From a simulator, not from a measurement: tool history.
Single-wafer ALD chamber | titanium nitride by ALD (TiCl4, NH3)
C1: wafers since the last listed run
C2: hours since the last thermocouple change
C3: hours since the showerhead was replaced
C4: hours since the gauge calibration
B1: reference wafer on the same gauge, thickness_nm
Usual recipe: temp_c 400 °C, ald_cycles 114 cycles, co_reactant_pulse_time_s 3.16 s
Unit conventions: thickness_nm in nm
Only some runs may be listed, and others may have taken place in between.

run 1 hour=0 | temp_c=409 ald_cycles=130 co_reactant_pulse_time_s=3.16 | C1=0 C2=1331.3 C3=5813.9 C4=493.2 | B1=2.293 | thickness_nm=3.067
run 2 hour=107.9 | temp_c=409 ald_cycles=130 co_reactant_pulse_time_s=3.16 | C1=244 C2=1439.2 C3=5921.8 C4=601.1 | B1=2.289 | thickness_nm=3.067
run 3 hour=156.4 | temp_c=400 ald_cycles=114 co_reactant_pulse_time_s=3.16 | C1=109 C2=1487.7 C3=5970.3 C4=649.6 | B1=2.289 | thickness_nm=2.676
run 4 hour=224.1 | temp_c=400 ald_cycles=114 co_reactant_pulse_time_s=3.16 | C1=153 C2=1555.4 C3=6038 C4=717.3 | B1=2.287 | thickness_nm=2.7
run 5 hour=284.2 | temp_c=400 ald_cycles=114 co_reactant_pulse_time_s=3.16 | C1=136 C2=1615.5 C3=6098.1 C4=777.4 | B1=2.29 | thickness_nm=2.713
-- hour=324.6 gauge calibrated
run 6 hour=341.7 | temp_c=400 ald_cycles=105 co_reactant_pulse_time_s=3.16 | C1=130 C2=1673 C3=6155.6 C4=17.1 | B1=2.284 | thickness_nm=2.477
run 7 hour=378.8 | temp_c=400 ald_cycles=114 co_reactant_pulse_time_s=2.76 | C1=83 C2=1710.1 C3=6192.7 C4=54.2 | B1=2.291 | thickness_nm=2.697
run 8 hour=423.1 | temp_c=400 ald_cycles=114 co_reactant_pulse_time_s=3.16 | C1=100 C2=1754.4 C3=6237 C4=98.5 | B1=2.288 | thickness_nm=2.678
run 9 hour=506.3 | temp_c=411 ald_cycles=130 co_reactant_pulse_time_s=2.55 | C1=188 C2=1837.6 C3=6320.2 C4=181.7 | B1=2.292 | thickness_nm=3.042
-- hour=551.4 thermocouple changed; heater temperature recalibrated
run 10 hour=609.2 | temp_c=400 ald_cycles=93 co_reactant_pulse_time_s=3.16 | C1=214 C2=57.8 C3=6423.1 C4=284.6 | B1=2.289 | thickness_nm=2.204
run 11 hour=656.4 | temp_c=413 ald_cycles=130 co_reactant_pulse_time_s=2.62 | C1=106 C2=105 C3=6470.3 C4=331.8 | B1=2.288 | thickness_nm=3.063
-- hour=667.3 showerhead replaced
run 12 hour=733.6 | temp_c=400 ald_cycles=121 co_reactant_pulse_time_s=4.18 | C1=156 C2=182.2 C3=66.3 C4=409 | B1=2.287 | thickness_nm=2.878
run 13 hour=794.9 | temp_c=400 ald_cycles=124 co_reactant_pulse_time_s=3.71 | C1=138 C2=243.5 C3=127.6 C4=470.3 | B1=2.289 | thickness_nm=2.961
run 14 hour=868.6 | temp_c=404 ald_cycles=132 co_reactant_pulse_time_s=3.93 | C1=166 C2=317.2 C3=201.3 C4=544 | B1=2.284 | thickness_nm=3.124

Across each entry between runs, compare the hidden state at the last listed run before it with the hidden state at the first listed run after it:
Between runs 5 and 6: gauge calibrated (hour 324.6)
  the hidden state is the same at both runs
Between runs 9 and 10: thermocouple changed; heater temperature recalibrated (hour 551.4)
  the hidden state is the same at both runs
Between runs 11 and 12: showerhead replaced (hour 667.3)
  the hidden state is the same at both runs
